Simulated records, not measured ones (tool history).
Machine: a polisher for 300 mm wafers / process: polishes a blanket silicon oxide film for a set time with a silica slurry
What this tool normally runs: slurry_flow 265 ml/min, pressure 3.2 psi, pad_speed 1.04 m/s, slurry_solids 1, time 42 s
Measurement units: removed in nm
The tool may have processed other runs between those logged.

run	hour	slurry_flow	pressure	pad_speed	slurry_solids	time	incoming thickness of the incoming film, nm	removed
1	0	265	3.2	1.04	1	42	1693.7	89
2	51.8	265	3.2	1.04	1	42	1703.8	84.9
3	103.9	265	3.2	1.04	1	42	1740.1	82.1
# hour 118.2: worn pad replaced by a new one
4	144.5	265	3.2	1.04	1	42	1679.9	83.9
5	185.8	265	3.2	1.04	1	42	1719.6	83.5
# hour 196.6: slurry blender recalibrated
# hour 289.5: slurry nozzle cleaned
# hour 298.1: worn pad replaced by a new one
6	339	265	3.2	1.04	1	42	1705.2	84.4
7	367.2	230	2.4	1.04	1	42	1697.1	59.5
# hour 421: slurry blender recalibrated
# hour 440: worn pad replaced by a new one
8	440.5	330	3.2	0.92	1.25	42	1719.4	95.9
# hour 467.7: conditioning disc replaced and pad reconditioned
# hour 503.3: head pressure recalibrated
9	509	265	3.2	1.04	1	42	1675.9	83.3
10	544.1	265	3.2	1.04	0.8	42	1678.6	69.4
11	596.8	225	3.2	0.8	1.1	51	1718.8	78.7
# hour 605.5: worn pad replaced by a new one
# hour 613.2: slurry nozzle cleaned
12	644.9	265	3.2	1.04	1	42	1691	80.5
# hour 666.9: slurry blender recalibrated
13	695.2	265	3.2	1.14	1.2	42	1694.9	107.3
14	739.6	320	3.2	1.14	1	34	1722.5	76.5
# hour 761: worn pad replaced by a new one
15	787.4	220	3.2	0.84	1.2	36	1722.5	65

5 options for the next run, each taken on its own from the tool as it stands now. Forecast them:
A	787.8	265	3.2	1.04	0.85	42	1721.9	?
B	787.8	265	3.2	1.04	1.2	51	1721.9	?
C	787.8	190	4.1	0.7	1	42	1721.9	?
D	787.8	350	3.6	1.04	0.85	36	1721.9	?
E	787.8	305	2.1	1.04	1.1	55	1721.9	?

run	removed
A	76.5
B	110
C	74.2
D	75.8
E	75.9
Without the tool's hidden state the same runs would have given:
run	removed
A	81
B	114.2
C	77.8
D	80.2
E	79.1
